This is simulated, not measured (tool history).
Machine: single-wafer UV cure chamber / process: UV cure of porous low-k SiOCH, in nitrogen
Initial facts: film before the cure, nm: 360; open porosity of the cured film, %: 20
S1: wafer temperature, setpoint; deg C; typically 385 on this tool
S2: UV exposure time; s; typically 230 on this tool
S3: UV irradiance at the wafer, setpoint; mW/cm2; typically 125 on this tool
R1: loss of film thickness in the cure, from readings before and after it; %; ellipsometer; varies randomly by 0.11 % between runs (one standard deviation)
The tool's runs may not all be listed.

Run 1, hour 0: usual settings. Result: R1 11.352 %.
Run 2, hour 98.1: usual settings. Result: R1 11.117 %.
At hour 187.3: quartz window cleaned.
Run 3, hour 187.8: usual settings. Result: R1 11.89 %.
Run 4, hour 286.3: usual settings. Result: R1 11.758 %.
Run 5, hour 334: usual settings. Result: R1 11.879 %.
Run 6, hour 422.9: usual settings but S2 160 s, S3 141 mW/cm2. Result: R1 10.415 %.
Run 7, hour 494.4: usual settings but S2 160 s, S3 141 mW/cm2. Result: R1 10.393 %.
Run 8, hour 562.7: usual settings but S2 160 s, S3 141 mW/cm2. Result: R1 10.147 %.
At hour 618.5: quartz window cleaned.
Run 9, hour 663.5: usual settings. Result: R1 12.141 %.
Run 10, hour 720.4: usual settings. Result: R1 11.905 %.
Run 11, hour 782.9: usual settings but S2 155 s. Result: R1 10.065 %.
Run 12, hour 869.3: usual settings but S2 155 s. Result: R1 9.858 %.
Run 13, hour 942: usual settings but S2 155 s. Result: R1 9.762 %.
Run 14, hour 1028.1: usual settings. Result: R1 11.375 %.
Run 15, hour 1092.9: usual settings. Result: R1 11.123 %.
At hour 1116.2: quartz window cleaned.
Run 16, hour 1291.9: usual settings. Result: R1 11.544 %.
Run 17, hour 1382.9: usual settings but S1 403 deg C, S2 295 s, S3 110 mW/cm2. Result: R1 12.447 %.
At hour 1413.7: UV bulbs replaced.
Run 18, hour 1435.2: usual settings but S2 345 s, S3 144 mW/cm2. Result: R1 13.968 %.
Run 19, hour 1496.7: usual settings but S1 395 deg C, S2 315 s. Result: R1 12.88 %.
Run 20, hour 1544.5: usual settings but S1 405 deg C, S2 140 s, S3 160 mW/cm2. Result: R1 10.284 %.
At hour 1566.3: quartz window cleaned.
Run 21, hour 1623.7: usual settings but S2 150 s, S3 114 mW/cm2. Result: R1 9.721 %.
Run 22, hour 1720.8: usual settings but S1 404 deg C, S3 100 mW/cm2. Result: R1 10.95 %.
Run 23, hour 1796.8: usual settings but S3 107 mW/cm2. Result: R1 11.041 %.
Run 24, hour 1832.9: usual settings but S1 400 deg C, S2 130 s, S3 138 mW/cm2. Result: R1 9.819 %.
Run 25, hour 1895.9: usual settings but S1 394 deg C, S2 300 s. Result: R1 12.851 %.
Run 26, hour 1999.3: usual settings but S1 398 deg C, S2 105 s, S3 95 mW/cm2. Result: R1 6.989 %.
At hour 2009.8: quartz window cleaned.
Run 27, hour 2064.4: usual settings but S1 404 deg C, S2 320 s, S3 100 mW/cm2. Result: R1 12.548 %.
Run 28, hour 2154.6: usual settings. Result: R1 11.757 %.
Run 29, hour 2194.7: usual settings. Result: R1 11.601 %.
Run 30, hour 2275.2: usual settings but S2 335 s, S3 90 mW/cm2. Result: R1 11.669 %.
Run 31, hour 2365.5: usual settings but S1 401 deg C, S2 100 s, S3 137 mW/cm2. Result: R1 8.56 %.
Run 32, hour 2463.8: usual settings. Result: R1 10.941 %.

Same runs, no hidden state in the tool, same run-to-run variation:
The tool's hidden condition here consists of: lamp output below its setpoint, %; transmission lost against a clean window, %.
run      R1
  1  11.879
  2   11.94
  3  11.991
  4  11.895
  5  12.063
  6  10.717
  7  10.849
  8  10.787
  9  12.163
 10  11.958
 11  10.175
 12  10.098
 13   10.16
 14   12.06
 15   12.06
 16  11.816
 17  12.892
 18  14.557
 19   13.65
 20  11.174
 21   9.747
 22  11.051
 23  11.253
 24   10.09
 25  13.297
 26   7.664
 27  12.629
 28  11.905
 29  11.797
 30  12.007
 31   9.089
 32  11.841
